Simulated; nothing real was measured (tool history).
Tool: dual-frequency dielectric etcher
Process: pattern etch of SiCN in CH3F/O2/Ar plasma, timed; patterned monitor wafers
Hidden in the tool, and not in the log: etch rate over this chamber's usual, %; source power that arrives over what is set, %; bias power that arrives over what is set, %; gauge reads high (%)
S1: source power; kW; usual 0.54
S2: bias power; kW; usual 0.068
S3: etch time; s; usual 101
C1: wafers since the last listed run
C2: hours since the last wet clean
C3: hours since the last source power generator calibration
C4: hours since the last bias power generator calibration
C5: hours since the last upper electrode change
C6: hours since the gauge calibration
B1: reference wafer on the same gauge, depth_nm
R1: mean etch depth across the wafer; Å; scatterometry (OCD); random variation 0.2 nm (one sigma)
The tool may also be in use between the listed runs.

run   hour    S1     S2    S3    C1     C2      C3      C4      C5     C6     B1     R1
  1      0  0.54  0.068   115     0   88.3  4206.1    4336    4474   89.9  36.89  467.6
  2  157.2  0.54  0.068   115  1678  245.5  4363.3  4493.2  4631.2  247.1     37  467.2
  3  210.2  0.54  0.068   115   565  298.5  4416.3  4546.2  4684.2  300.1  37.12  467.9
     241.4  -- source power generator calibrated
  4  266.4  0.54  0.068   101   557  354.7      25  4602.4  4740.4  356.3  37.19  415.9
     307.5  -- wet clean of the chamber
  5  308.9  0.54  0.068   101   197    1.4    67.5  4644.9  4782.9  398.8  37.27  416.5
  6  357.2  0.54  0.068   101   515   49.7   115.8  4693.2  4831.2  447.1   37.4  412.4
  7  385.6  0.54  0.068   101   303   78.1   144.2  4721.6  4859.6  475.5  37.45  417.8
     391.1  -- bias power generator calibrated
  8    424  0.59  0.068   101   367  116.5   182.6    32.9    4898  513.9  37.58  431.7
  9    465  0.67  0.083  82.5   437  157.5   223.6    73.9    4939  554.9   37.7  390.8
     489.9  -- gauge calibrated
 10    496  0.58  0.085   101   330  188.5   254.6   104.9    4970    6.1  36.93  449.9
       547  -- upper electrode replaced
 11    552  0.54  0.059   101   341  244.5   310.6   160.9       5   62.1  36.93  399.3
 12    579  0.54  0.083   101   288  271.5   337.6   187.9      32   89.1  37.01  428.1
 13  623.2  0.54  0.068   101   471  315.7   381.8   232.1    76.2  133.3  37.02  411.1
 14  659.1  0.43  0.068   101   383  351.6   417.7     268   112.1  169.2  36.99  375.3
 15  693.6  0.54  0.068   101   368  386.1   452.2   302.5   146.6  203.7  36.99  412.5

4 ways to go on from here, each from the tool as it stands after run 15. What would each give?
  A   694  0.54  0.068   101   4  386.5  452.6  302.9  147  204.1   ?   ?
  B   694  0.48  0.057  92.5   4  386.5  452.6  302.9  147  204.1   ?   ?
  C   694  0.54  0.058    89   4  386.5  452.6  302.9  147  204.1   ?   ?
  D   694   0.5  0.057   101   4  386.5  452.6  302.9  147  204.1   ?   ?

run     B1     R1
  A  37.06    412
  B  37.06  346.3
  C  37.06  351.6
  D  37.06  384.8
Without the tool's hidden state the same runs would have given:
run     R1
  A  410.4
  B  344.9
  C  350.3
  D  383.3

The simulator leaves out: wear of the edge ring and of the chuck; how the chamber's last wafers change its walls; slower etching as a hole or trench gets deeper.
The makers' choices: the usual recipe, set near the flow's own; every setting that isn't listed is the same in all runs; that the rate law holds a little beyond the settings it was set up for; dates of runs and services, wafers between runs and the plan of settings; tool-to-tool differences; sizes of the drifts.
